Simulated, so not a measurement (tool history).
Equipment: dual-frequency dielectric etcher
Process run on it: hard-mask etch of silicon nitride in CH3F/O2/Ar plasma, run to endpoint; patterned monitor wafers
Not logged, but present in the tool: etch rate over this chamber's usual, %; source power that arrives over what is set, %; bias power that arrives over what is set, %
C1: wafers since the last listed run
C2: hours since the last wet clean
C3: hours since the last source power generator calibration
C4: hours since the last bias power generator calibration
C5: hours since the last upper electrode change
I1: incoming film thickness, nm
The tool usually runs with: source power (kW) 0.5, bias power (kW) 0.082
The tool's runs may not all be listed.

{"run": 1, "hour": 0.0, "source power (kW)": 0.5, "bias power (kW)": 0.082, "C1": 0, "C2": 395.4, "C3": 3247.3, "C4": 2332.9, "C5": 2649.9, "I1": 34.87, "endpoint time (s)": 48.2}
{"run": 2, "hour": 16.6, "source power (kW)": 0.5, "bias power (kW)": 0.082, "C1": 151, "C2": 412, "C3": 3263.9, "C4": 2349.5, "C5": 2666.5, "I1": 35.41, "endpoint time (s)": 48.9}
{"run": 3, "hour": 31.0, "source power (kW)": 0.5, "bias power (kW)": 0.082, "C1": 131, "C2": 426.4, "C3": 3278.3, "C4": 2363.9, "C5": 2680.9, "I1": 35.33, "endpoint time (s)": 48.1}
{"run": 4, "hour": 40.5, "source power (kW)": 0.54, "bias power (kW)": 0.082, "C1": 86, "C2": 435.9, "C3": 3287.8, "C4": 2373.4, "C5": 2690.4, "I1": 35.2, "endpoint time (s)": 47.8}
{"run": 5, "hour": 57.5, "source power (kW)": 0.54, "bias power (kW)": 0.082, "C1": 154, "C2": 452.9, "C3": 3304.8, "C4": 2390.4, "C5": 2707.4, "I1": 35.39, "endpoint time (s)": 47.7}
{"run": 6, "hour": 70.9, "source power (kW)": 0.5, "bias power (kW)": 0.082, "C1": 121, "C2": 466.3, "C3": 3318.2, "C4": 2403.8, "C5": 2720.8, "I1": 35.16, "endpoint time (s)": 47.6}
{"run": 7, "hour": 87.1, "source power (kW)": 0.5, "bias power (kW)": 0.082, "C1": 147, "C2": 482.5, "C3": 3334.4, "C4": 2420, "C5": 2737, "I1": 35.32, "endpoint time (s)": 48.5}
{"run": 8, "hour": 94.1, "source power (kW)": 0.5, "bias power (kW)": 0.082, "C1": 63, "C2": 489.5, "C3": 3341.4, "C4": 2427, "C5": 2744, "I1": 34.97, "endpoint time (s)": 47.5}
{"run": 9, "hour": 102.9, "source power (kW)": 0.5, "bias power (kW)": 0.082, "C1": 80, "C2": 498.3, "C3": 3350.2, "C4": 2435.8, "C5": 2752.8, "I1": 35.01, "endpoint time (s)": 48.1}
{"hour": 129.1, "done": "bias power generator calibrated"}
{"hour": 129.7, "done": "wet clean of the chamber"}
{"hour": 153.0, "done": "upper electrode replaced"}
{"hour": 156.4, "done": "source power generator calibrated"}
{"run": 10, "hour": 156.9, "source power (kW)": 0.4, "bias power (kW)": 0.092, "C1": 206, "C2": 27.2, "C3": 0.5, "C4": 27.8, "C5": 3.9, "I1": 35.55, "endpoint time (s)": 49.9}
{"run": 11, "hour": 157.2, "source power (kW)": 0.6, "bias power (kW)": 0.098, "C1": 2, "C2": 27.5, "C3": 0.8, "C4": 28.1, "C5": 4.2, "I1": 35.3, "endpoint time (s)": 41.7}
{"run": 12, "hour": 159.4, "source power (kW)": 0.43, "bias power (kW)": 0.082, "C1": 20, "C2": 29.7, "C3": 3, "C4": 30.3, "C5": 6.4, "I1": 35.36, "endpoint time (s)": 50.9}
{"run": 13, "hour": 166.1, "source power (kW)": 0.54, "bias power (kW)": 0.082, "C1": 60, "C2": 36.4, "C3": 9.7, "C4": 37, "C5": 13.1, "I1": 35.63, "endpoint time (s)": 47.8}
{"run": 14, "hour": 180.6, "source power (kW)": 0.46, "bias power (kW)": 0.069, "C1": 131, "C2": 50.9, "C3": 24.2, "C4": 51.5, "C5": 27.6, "I1": 35.1, "endpoint time (s)": 53.8}
{"run": 15, "hour": 195.9, "source power (kW)": 0.5, "bias power (kW)": 0.082, "C1": 139, "C2": 66.2, "C3": 39.5, "C4": 66.8, "C5": 42.9, "I1": 35.49, "endpoint time (s)": 48.3}
{"run": 16, "hour": 212.0, "source power (kW)": 0.44, "bias power (kW)": 0.082, "C1": 146, "C2": 82.3, "C3": 55.6, "C4": 82.9, "C5": 59, "I1": 35.2, "endpoint time (s)": 51.1}
{"run": 17, "hour": 221.6, "source power (kW)": 0.5, "bias power (kW)": 0.082, "C1": 87, "C2": 91.9, "C3": 65.2, "C4": 92.5, "C5": 68.6, "I1": 35.42, "endpoint time (s)": 48.2}
{"run": 18, "hour": 234.0, "source power (kW)": 0.45, "bias power (kW)": 0.099, "C1": 112, "C2": 104.3, "C3": 77.6, "C4": 104.9, "C5": 81, "I1": 35.19, "endpoint time (s)": 45.2}
{"run": 19, "hour": 275.1, "source power (kW)": 0.5, "bias power (kW)": 0.082, "C1": 373, "C2": 145.4, "C3": 118.7, "C4": 146, "C5": 122.1, "I1": 35.96, "endpoint time (s)": 50.2}

Forecast each of these 4 alternatives for the next run:
{"run": "A", "hour": 275.5, "source power (kW)": 0.5, "bias power (kW)": 0.082, "C1": 3, "C2": 145.8, "C3": 119.1, "C4": 146.4, "C5": 122.5, "I1": 35.17, "endpoint time (s)": "?"}
{"run": "B", "hour": 275.5, "source power (kW)": 0.46, "bias power (kW)": 0.098, "C1": 3, "C2": 145.8, "C3": 119.1, "C4": 146.4, "C5": 122.5, "I1": 35.17, "endpoint time (s)": "?"}
{"run": "C", "hour": 275.5, "source power (kW)": 0.46, "bias power (kW)": 0.09, "C1": 3, "C2": 145.8, "C3": 119.1, "C4": 146.4, "C5": 122.5, "I1": 35.17, "endpoint time (s)": "?"}
{"run": "D", "hour": 275.5, "source power (kW)": 0.61, "bias power (kW)": 0.067, "C1": 3, "C2": 145.8, "C3": 119.1, "C4": 146.4, "C5": 122.5, "I1": 35.17, "endpoint time (s)": "?"}

run=A endpoint_time_(s)=47.9
run=B endpoint_time_(s)=45.5
run=C endpoint_time_(s)=47.3
run=D endpoint_time_(s)=48.7
The same runs, with their run-to-run variation unchanged, on a tool lacking any hidden condition would have given:
run=A endpoint_time_(s)=47.9
run=B endpoint_time_(s)=45.5
run=C endpoint_time_(s)=47.3
run=D endpoint_time_(s)=48.7

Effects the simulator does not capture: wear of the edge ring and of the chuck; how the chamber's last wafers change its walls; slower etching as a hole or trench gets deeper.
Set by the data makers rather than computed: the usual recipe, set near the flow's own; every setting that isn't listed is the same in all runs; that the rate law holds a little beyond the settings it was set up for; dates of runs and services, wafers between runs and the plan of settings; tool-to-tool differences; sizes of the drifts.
